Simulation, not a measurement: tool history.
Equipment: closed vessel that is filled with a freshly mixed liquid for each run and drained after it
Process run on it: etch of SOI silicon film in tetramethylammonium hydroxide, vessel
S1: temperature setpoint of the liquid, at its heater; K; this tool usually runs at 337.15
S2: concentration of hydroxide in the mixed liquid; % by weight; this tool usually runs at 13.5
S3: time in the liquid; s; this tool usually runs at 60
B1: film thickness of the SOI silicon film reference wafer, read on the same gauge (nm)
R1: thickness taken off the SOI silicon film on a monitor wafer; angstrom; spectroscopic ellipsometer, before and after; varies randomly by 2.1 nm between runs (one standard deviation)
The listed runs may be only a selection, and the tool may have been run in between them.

Run 1, day 0.000: usual settings but S1 334.65 K; B1 60.63. Result: R1 2472.5 angstrom.
Run 2, day 0.812: usual settings; B1 60.67. Result: R1 2893.4 angstrom.
Run 3, day 2.238: usual settings; B1 60.74. Result: R1 2880.5 angstrom.
Run 4, day 2.771: usual settings; B1 60.81. Result: R1 2875.8 angstrom.
Run 5, day 4.267: usual settings; B1 60.85. Result: R1 2891.7 angstrom.
Run 6, day 4.767: usual settings; B1 60.88. Result: R1 2872.0 angstrom.
Run 7, day 5.412: usual settings; B1 60.91. Result: R1 2910.9 angstrom.
Run 8, day 6.575: usual settings but S3 75 s; B1 60.97. Result: R1 3586.7 angstrom.
Run 9, day 7.875: usual settings but S3 75 s; B1 61.07. Result: R1 3602.0 angstrom.
Run 10, day 8.667: usual settings; B1 61.10. Result: R1 2881.8 angstrom.
Run 11, day 9.425: usual settings but S1 340.65 K; B1 61.16. Result: R1 3578.7 angstrom.
Run 12, day 10.208: usual settings but S1 340.65 K; B1 61.19. Result: R1 3521.2 angstrom.
Run 13, day 13.596: usual settings but S1 340.65 K; B1 61.38. Result: R1 3540.1 angstrom.
Run 14, day 14.533: usual settings; B1 61.46. Result: R1 2918.2 angstrom.
Run 15, day 15.138: usual settings but S1 332.65 K, S2 10.5 % by weight, S3 30 s; B1 61.50. Result: R1 1225.1 angstrom.
Run 16, day 16.108: usual settings but S1 333.15 K, S2 10.0 % by weight, S3 35 s; B1 61.54. Result: R1 1505.6 angstrom.
Run 17, day 17.575: usual settings but S1 343.15 K, S2 10.5 % by weight, S3 85 s; B1 61.61. Result: R1 6587.1 angstrom.
At day 17.954: hydroxide flow meter replaced.
Run 18, day 18.679: usual settings but S1 332.65 K, S2 10.5 % by weight, S3 30 s; B1 61.69. Result: R1 1207.9 angstrom.
Run 19, day 20.017: usual settings but S2 11.0 % by weight, S3 50 s; B1 61.77. Result: R1 2683.4 angstrom.
At day 20.417: gauge calibrated.
Run 20, day 22.142: usual settings; B1 60.14. Result: R1 2813.9 angstrom.
Run 21, day 23.196: usual settings but S2 11.0 % by weight, S3 50 s; B1 60.15. Result: R1 2595.9 angstrom.
At day 25.329: thermometer replaced.
Run 22, day 26.050: usual settings; B1 60.32. Result: R1 2855.2 angstrom.
Run 23, day 26.912: usual settings but S1 341.65 K, S3 95 s; B1 60.41. Result: R1 5906.0 angstrom.
Run 24, day 28.004: usual settings but S1 333.65 K, S2 16.5 % by weight, S3 95 s; B1 60.46. Result: R1 3319.8 angstrom.
Run 25, day 28.521: usual settings but S3 70 s; B1 60.48. Result: R1 3356.4 angstrom.
Run 26, day 29.388: usual settings but S1 342.15 K, S2 12.0 % by weight, S3 80 s; B1 60.50. Result: R1 5409.2 angstrom.
Run 27, day 30.712: usual settings but S1 329.65 K, S2 12.0 % by weight, S3 85 s; B1 60.58. Result: R1 2687.5 angstrom.
Run 28, day 31.388: usual settings but S1 343.65 K, S2 10.5 % by weight, S3 45 s; B1 60.63. Result: R1 3506.8 angstrom.
Run 29, day 31.925: usual settings; B1 60.66. Result: R1 2873.9 angstrom.

The same runs without the tool's hidden state, with the same run-to-run variation:
Hidden conditions of the tool in this case: liquid hotter than its thermometer reads (K); hydroxide flow above the setpoint (%); gauge reads high (%).
run      R1
  1  2447.7
  2  2862.2
  3  2845.7
  4  2839.6
  5  2851.2
  6  2830.4
  7  2867.0
  8  3528.7
  9  3539.4
 10  2829.7
 11  3511.5
 12  3452.5
 13  3460.0
 14  2849.6
 15  1195.6
 16  1468.0
 17  6414.1
 18  1174.9
 19  2607.0
 20  2808.9
 21  2588.7
 22  2839.5
 23  5868.7
 24  3295.3
 25  3330.1
 26  5362.4
 27  2660.9
 28  3469.9
 29  2842.1

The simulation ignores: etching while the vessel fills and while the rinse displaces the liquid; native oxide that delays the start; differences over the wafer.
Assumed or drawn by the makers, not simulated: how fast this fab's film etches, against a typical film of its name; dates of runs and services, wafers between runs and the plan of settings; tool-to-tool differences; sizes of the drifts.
